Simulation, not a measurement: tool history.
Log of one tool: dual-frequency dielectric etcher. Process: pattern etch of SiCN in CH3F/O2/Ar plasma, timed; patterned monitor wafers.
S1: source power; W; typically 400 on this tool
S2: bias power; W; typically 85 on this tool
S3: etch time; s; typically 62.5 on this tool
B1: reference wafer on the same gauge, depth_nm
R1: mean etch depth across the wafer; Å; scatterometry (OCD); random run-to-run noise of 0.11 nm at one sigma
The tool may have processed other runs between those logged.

{"run": 1, "day": 0.0, "S1": 400, "S2": 85, "S3": 62.5, "B1": 30.42, "R1": 268.4}
{"run": 2, "day": 2.779, "S1": 400, "S2": 85, "S3": 62.5, "B1": 30.34, "R1": 270.0}
{"run": 3, "day": 4.617, "S1": 400, "S2": 85, "S3": 62.5, "B1": 30.26, "R1": 266.4}
{"run": 4, "day": 6.108, "S1": 400, "S2": 85, "S3": 62.5, "B1": 30.24, "R1": 266.2}
{"run": 5, "day": 8.429, "S1": 400, "S2": 85, "S3": 62.5, "B1": 30.13, "R1": 266.9}
{"run": 6, "day": 9.488, "S1": 400, "S2": 85, "S3": 62.5, "B1": 30.11, "R1": 265.8}
{"run": 7, "day": 11.254, "S1": 400, "S2": 85, "S3": 62.5, "B1": 30.06, "R1": 265.2}
{"day": 12.417, "done": "source power generator calibrated"}
{"day": 13.629, "done": "wet clean of the chamber"}
{"run": 8, "day": 13.7, "S1": 400, "S2": 85, "S3": 72.5, "B1": 29.98, "R1": 308.2}
{"run": 9, "day": 15.042, "S1": 400, "S2": 85, "S3": 72.5, "B1": 29.94, "R1": 307.9}
{"run": 10, "day": 16.646, "S1": 400, "S2": 85, "S3": 72.5, "B1": 29.92, "R1": 306.5}
{"run": 11, "day": 17.721, "S1": 400, "S2": 85, "S3": 62.5, "B1": 29.9, "R1": 263.7}
{"day": 19.854, "done": "gauge calibrated"}
{"run": 12, "day": 20.717, "S1": 400, "S2": 85, "S3": 62.5, "B1": 31.14, "R1": 275.2}
{"run": 13, "day": 22.446, "S1": 400, "S2": 85, "S3": 62.5, "B1": 31.12, "R1": 275.1}
{"run": 14, "day": 23.992, "S1": 400, "S2": 85, "S3": 81.5, "B1": 31.07, "R1": 358.7}
{"run": 15, "day": 26.242, "S1": 400, "S2": 85, "S3": 55.0, "B1": 31.0, "R1": 241.6}
{"run": 16, "day": 27.812, "S1": 400, "S2": 85, "S3": 62.5, "B1": 30.94, "R1": 273.8}
{"day": 29.138, "done": "upper electrode replaced"}
{"run": 17, "day": 29.604, "S1": 400, "S2": 66, "S3": 62.5, "B1": 30.89, "R1": 256.9}
{"run": 18, "day": 30.725, "S1": 400, "S2": 85, "S3": 72.5, "B1": 30.87, "R1": 316.5}
{"day": 31.796, "done": "wet clean of the chamber"}
{"run": 19, "day": 32.388, "S1": 350, "S2": 85, "S3": 62.5, "B1": 30.82, "R1": 251.4}
{"run": 20, "day": 34.475, "S1": 360, "S2": 85, "S3": 62.5, "B1": 30.76, "R1": 255.5}
{"run": 21, "day": 36.8, "S1": 340, "S2": 70, "S3": 70.0, "B1": 30.68, "R1": 262.9}
{"run": 22, "day": 38.396, "S1": 300, "S2": 85, "S3": 62.5, "B1": 30.63, "R1": 223.2}
{"run": 23, "day": 39.8, "S1": 400, "S2": 85, "S3": 62.5, "B1": 30.58, "R1": 271.9}
{"day": 40.767, "done": "bias power generator calibrated"}
{"run": 24, "day": 41.679, "S1": 400, "S2": 85, "S3": 62.5, "B1": 30.55, "R1": 269.7}
{"run": 25, "day": 43.938, "S1": 400, "S2": 100, "S3": 55.5, "B1": 30.46, "R1": 248.3}
{"run": 26, "day": 45.85, "S1": 330, "S2": 67, "S3": 54.0, "B1": 30.41, "R1": 195.1}
{"run": 27, "day": 48.383, "S1": 310, "S2": 70, "S3": 81.5, "B1": 30.31, "R1": 284.2}
{"day": 50.983, "done": "wet clean of the chamber"}
{"run": 28, "day": 51.004, "S1": 490, "S2": 85, "S3": 51.0, "B1": 30.24, "R1": 244.8}
{"run": 29, "day": 52.467, "S1": 330, "S2": 98, "S3": 79.0, "B1": 30.21, "R1": 309.2}
{"run": 30, "day": 53.8, "S1": 400, "S2": 85, "S3": 54.5, "B1": 30.15, "R1": 231.7}

The same runs without the tool's hidden state, with the same run-to-run variation:
What the log doesn't record here: etch rate over this chamber's usual, %; source power that arrives over what is set, %; bias power that arrives over what is set, %; gauge reads high (%).
run=1 R1=276.2
run=2 R1=278.7
run=3 R1=275.5
run=4 R1=275.7
run=5 R1=277.0
run=6 R1=276.1
run=7 R1=276.1
run=8 R1=321.5
run=9 R1=321.7
run=10 R1=320.7
run=11 R1=276.3
run=12 R1=276.3
run=13 R1=276.7
run=14 R1=361.4
run=15 R1=243.9
run=16 R1=276.9
run=17 R1=260.2
run=18 R1=320.9
run=19 R1=255.3
run=20 R1=260.0
run=21 R1=268.2
run=22 R1=228.0
run=23 R1=278.2
run=24 R1=276.4
run=25 R1=255.1
run=26 R1=200.8
run=27 R1=293.2
run=28 R1=253.3
run=29 R1=320.3
run=30 R1=240.4
